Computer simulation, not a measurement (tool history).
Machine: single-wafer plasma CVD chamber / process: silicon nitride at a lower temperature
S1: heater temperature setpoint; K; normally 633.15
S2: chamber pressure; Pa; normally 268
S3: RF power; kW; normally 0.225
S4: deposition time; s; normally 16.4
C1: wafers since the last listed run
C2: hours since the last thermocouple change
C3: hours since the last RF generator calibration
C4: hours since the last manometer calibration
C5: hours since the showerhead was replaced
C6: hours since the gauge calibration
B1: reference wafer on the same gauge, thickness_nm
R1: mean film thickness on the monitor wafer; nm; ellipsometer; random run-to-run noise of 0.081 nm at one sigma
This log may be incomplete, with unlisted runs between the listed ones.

{"run": 1, "day": 0.0, "S1": 633.15, "S2": 268, "S3": 0.225, "S4": 16.4, "C1": 0, "C2": 1340.0, "C3": 579.2, "C4": 747.5, "C5": 5250.1, "C6": 252.5, "B1": 16.407, "R1": 17.114}
{"run": 2, "day": 1.933, "S1": 633.15, "S2": 268, "S3": 0.225, "S4": 16.4, "C1": 1861, "C2": 1386.4, "C3": 625.6, "C4": 793.9, "C5": 5296.5, "C6": 298.9, "B1": 16.441, "R1": 17.118}
{"run": 3, "day": 2.583, "S1": 633.15, "S2": 268, "S3": 0.225, "S4": 16.4, "C1": 626, "C2": 1402.0, "C3": 641.2, "C4": 809.5, "C5": 5312.1, "C6": 314.5, "B1": 16.404, "R1": 17.134}
{"day": 2.771, "done": "gauge calibrated"}
{"run": 4, "day": 3.904, "S1": 633.15, "S2": 268, "S3": 0.225, "S4": 16.4, "C1": 1272, "C2": 1433.7, "C3": 672.9, "C4": 841.2, "C5": 5343.8, "C6": 27.2, "B1": 16.435, "R1": 17.019}
{"run": 5, "day": 4.871, "S1": 633.15, "S2": 268, "S3": 0.225, "S4": 14.0, "C1": 930, "C2": 1456.9, "C3": 696.1, "C4": 864.4, "C5": 5367.0, "C6": 50.4, "B1": 16.393, "R1": 14.688}
{"run": 6, "day": 5.525, "S1": 633.15, "S2": 268, "S3": 0.225, "S4": 14.0, "C1": 630, "C2": 1472.6, "C3": 711.8, "C4": 880.1, "C5": 5382.7, "C6": 66.1, "B1": 16.431, "R1": 14.583}
{"run": 7, "day": 6.554, "S1": 633.15, "S2": 268, "S3": 0.225, "S4": 14.0, "C1": 991, "C2": 1497.3, "C3": 736.5, "C4": 904.8, "C5": 5407.4, "C6": 90.8, "B1": 16.406, "R1": 14.71}
{"run": 8, "day": 7.55, "S1": 639.15, "S2": 268, "S3": 0.225, "S4": 16.4, "C1": 959, "C2": 1521.2, "C3": 760.4, "C4": 928.7, "C5": 5431.3, "C6": 114.7, "B1": 16.416, "R1": 17.128}
{"run": 9, "day": 8.896, "S1": 633.15, "S2": 268, "S3": 0.225, "S4": 16.4, "C1": 1296, "C2": 1553.5, "C3": 792.7, "C4": 961.0, "C5": 5463.6, "C6": 147.0, "B1": 16.401, "R1": 17.175}
{"run": 10, "day": 12.55, "S1": 633.15, "S2": 268, "S3": 0.225, "S4": 16.4, "C1": 3519, "C2": 1641.2, "C3": 880.4, "C4": 1048.7, "C5": 5551.3, "C6": 234.7, "B1": 16.422, "R1": 17.245}
{"day": 13.088, "done": "thermocouple changed; heater temperature recalibrated"}
{"run": 11, "day": 13.504, "S1": 633.15, "S2": 268, "S3": 0.225, "S4": 16.4, "C1": 597, "C2": 10.0, "C3": 903.3, "C4": 1071.6, "C5": 5574.2, "C6": 257.6, "B1": 16.364, "R1": 17.016}
{"run": 12, "day": 14.479, "S1": 633.15, "S2": 268, "S3": 0.225, "S4": 16.4, "C1": 939, "C2": 33.4, "C3": 926.7, "C4": 1095.0, "C5": 5597.6, "C6": 281.0, "B1": 16.387, "R1": 17.088}
{"run": 13, "day": 15.283, "S1": 622.15, "S2": 251, "S3": 0.185, "S4": 16.4, "C1": 774, "C2": 52.7, "C3": 946.0, "C4": 1114.3, "C5": 5616.9, "C6": 300.3, "B1": 16.367, "R1": 15.273}
{"run": 14, "day": 16.471, "S1": 637.15, "S2": 227, "S3": 0.185, "S4": 16.4, "C1": 1143, "C2": 81.2, "C3": 974.5, "C4": 1142.8, "C5": 5645.4, "C6": 328.8, "B1": 16.363, "R1": 14.711}
{"day": 17.212, "done": "RF generator calibrated"}
{"run": 15, "day": 17.596, "S1": 618.15, "S2": 268, "S3": 0.18, "S4": 16.4, "C1": 762, "C2": 108.2, "C3": 9.2, "C4": 1169.8, "C5": 5672.4, "C6": 355.8, "B1": 16.392, "R1": 15.153}
{"day": 18.162, "done": "showerhead replaced"}
{"day": 18.729, "done": "capacitance manometer re-zeroed and calibrated"}
{"run": 16, "day": 18.75, "S1": 633.15, "S2": 268, "S3": 0.225, "S4": 16.4, "C1": 469, "C2": 135.9, "C3": 36.9, "C4": 0.5, "C5": 14.1, "C6": 383.5, "B1": 16.348, "R1": 16.814}
{"day": 19.421, "done": "gauge calibrated"}
{"run": 17, "day": 20.533, "S1": 633.15, "S2": 213, "S3": 0.185, "S4": 16.4, "C1": 1717, "C2": 178.7, "C3": 79.7, "C4": 43.3, "C5": 56.9, "C6": 26.7, "B1": 16.434, "R1": 14.223}
{"run": 18, "day": 21.3, "S1": 646.15, "S2": 201, "S3": 0.255, "S4": 19.2, "C1": 738, "C2": 197.1, "C3": 98.1, "C4": 61.7, "C5": 75.3, "C6": 45.1, "B1": 16.373, "R1": 19.118}
{"run": 19, "day": 22.45, "S1": 620.15, "S2": 268, "S3": 0.225, "S4": 17.7, "C1": 1107, "C2": 224.7, "C3": 125.7, "C4": 89.3, "C5": 102.9, "C6": 72.7, "B1": 16.435, "R1": 18.154}
{"day": 22.846, "done": "RF generator calibrated, repeated, since the last time left the tool worse"}
{"run": 20, "day": 23.65, "S1": 633.15, "S2": 268, "S3": 0.225, "S4": 16.4, "C1": 834, "C2": 253.5, "C3": 19.3, "C4": 118.1, "C5": 131.7, "C6": 101.5, "B1": 16.403, "R1": 17.482}
{"run": 21, "day": 24.325, "S1": 641.15, "S2": 268, "S3": 0.225, "S4": 16.4, "C1": 650, "C2": 269.7, "C3": 35.5, "C4": 134.3, "C5": 147.9, "C6": 117.7, "B1": 16.371, "R1": 17.598}
{"run": 22, "day": 25.233, "S1": 620.15, "S2": 268, "S3": 0.225, "S4": 16.4, "C1": 874, "C2": 291.5, "C3": 57.3, "C4": 156.1, "C5": 169.7, "C6": 139.5, "B1": 16.376, "R1": 17.57}
{"run": 23, "day": 26.246, "S1": 647.15, "S2": 268, "S3": 0.18, "S4": 17.6, "C1": 975, "C2": 315.8, "C3": 81.6, "C4": 180.4, "C5": 194.0, "C6": 163.8, "B1": 16.35, "R1": 16.633}
{"run": 24, "day": 27.496, "S1": 633.15, "S2": 268, "S3": 0.265, "S4": 16.4, "C1": 1203, "C2": 345.8, "C3": 111.6, "C4": 210.4, "C5": 224.0, "C6": 193.8, "B1": 16.384, "R1": 18.642}

Here are 4 independent what-if runs from the current tool condition. What would each one return?
{"run": "A", "day": 27.512, "S1": 633.15, "S2": 268, "S3": 0.225, "S4": 16.4, "C1": 16, "C2": 346.2, "C3": 112.0, "C4": 210.8, "C5": 224.4, "C6": 194.2, "B1": "?", "R1": "?"}
{"run": "B", "day": 27.512, "S1": 619.15, "S2": 287, "S3": 0.185, "S4": 17.5, "C1": 16, "C2": 346.2, "C3": 112.0, "C4": 210.8, "C5": 224.4, "C6": 194.2, "B1": "?", "R1": "?"}
{"run": "C", "day": 27.512, "S1": 627.15, "S2": 268, "S3": 0.225, "S4": 16.4, "C1": 16, "C2": 346.2, "C3": 112.0, "C4": 210.8, "C5": 224.4, "C6": 194.2, "B1": "?", "R1": "?"}
{"run": "D", "day": 27.512, "S1": 633.15, "S2": 231, "S3": 0.225, "S4": 14.2, "C1": 16, "C2": 346.2, "C3": 112.0, "C4": 210.8, "C5": 224.4, "C6": 194.2, "B1": "?", "R1": "?"}

run=A B1=16.388 R1=17.361
run=B B1=16.388 R1=17.287
run=C B1=16.388 R1=17.396
run=D B1=16.388 R1=14.388
What these runs would have given with no unlogged condition in the tool:
run=A R1=17.560
run=B R1=17.486
run=C R1=17.595
run=D R1=14.553

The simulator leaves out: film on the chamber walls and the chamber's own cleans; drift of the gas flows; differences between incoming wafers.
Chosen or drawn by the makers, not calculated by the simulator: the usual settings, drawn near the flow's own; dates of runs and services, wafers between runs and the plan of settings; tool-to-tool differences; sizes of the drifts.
